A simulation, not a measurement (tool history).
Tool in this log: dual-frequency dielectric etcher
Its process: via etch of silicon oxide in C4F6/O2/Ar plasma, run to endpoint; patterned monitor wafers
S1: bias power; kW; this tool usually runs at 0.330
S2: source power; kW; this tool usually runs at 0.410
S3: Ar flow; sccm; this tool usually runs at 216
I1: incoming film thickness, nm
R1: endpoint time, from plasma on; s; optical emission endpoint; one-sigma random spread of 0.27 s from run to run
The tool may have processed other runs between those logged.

run,hour,S1,S2,S3,I1,R1
1,0.0,0.330,0.410,258,145.0,38.3
2,24.8,0.330,0.410,216,144.1,37.3
3,52.1,0.330,0.410,216,145.9,37.8
# hour 92.5: wet clean of the chamber
# hour 105.3: upper electrode replaced
4,105.8,0.266,0.410,216,143.7,40.4
5,143.9,0.266,0.410,216,144.3,40.5
# hour 160.3: Ar flow controller replaced
6,168.2,0.330,0.410,216,146.5,37.5
7,220.9,0.330,0.410,216,144.9,38.0
8,285.9,0.330,0.410,216,144.1,37.2
9,343.4,0.330,0.410,216,143.1,37.3
10,407.6,0.330,0.490,191,144.9,33.6
# hour 468.2: bias power generator calibrated
11,471.6,0.402,0.380,240,145.4,36.8
12,525.1,0.407,0.480,216,146.6,31.7
13,550.3,0.393,0.490,230,144.9,32.0
# hour 589.4: wet clean of the chamber
14,607.2,0.302,0.410,216,143.4,38.8
15,672.1,0.379,0.350,216,144.6,39.4
# hour 676.2: source power generator calibrated
16,714.0,0.361,0.350,216,145.2,41.4
17,771.5,0.260,0.510,188,145.1,37.0
18,807.8,0.298,0.410,216,146.4,40.8
19,871.8,0.267,0.410,216,145.5,42.6
20,999.5,0.385,0.350,233,144.2,40.4
21,1029.5,0.270,0.440,171,143.2,38.5
# hour 1083.5: wet clean of the chamber
22,1100.5,0.330,0.410,216,145.2,38.8
23,1131.8,0.330,0.470,165,143.8,34.2
24,1177.2,0.277,0.340,259,144.5,47.6
25,1237.3,0.330,0.410,216,145.0,38.6
26,1272.2,0.364,0.410,216,145.4,36.9
27,1335.5,0.277,0.340,259,144.7,47.3
28,1401.8,0.364,0.320,242,144.2,43.8
# hour 1471.3: wet clean of the chamber
29,1471.8,0.397,0.490,165,144.7,31.0
30,1521.2,0.330,0.410,216,145.0,38.7

Below are 3 alternative next runs, each starting from the tool's condition after run 30. Predict each:
A,1521.6,0.330,0.410,216,146.0,?
B,1521.6,0.277,0.410,186,146.0,?
C,1521.6,0.276,0.440,170,146.0,?

run,R1
A,38.2
B,40.3
C,38.2
Had the tool no hidden state, the same runs would have come out as:
run,R1
A,38.9
B,40.9
C,38.9
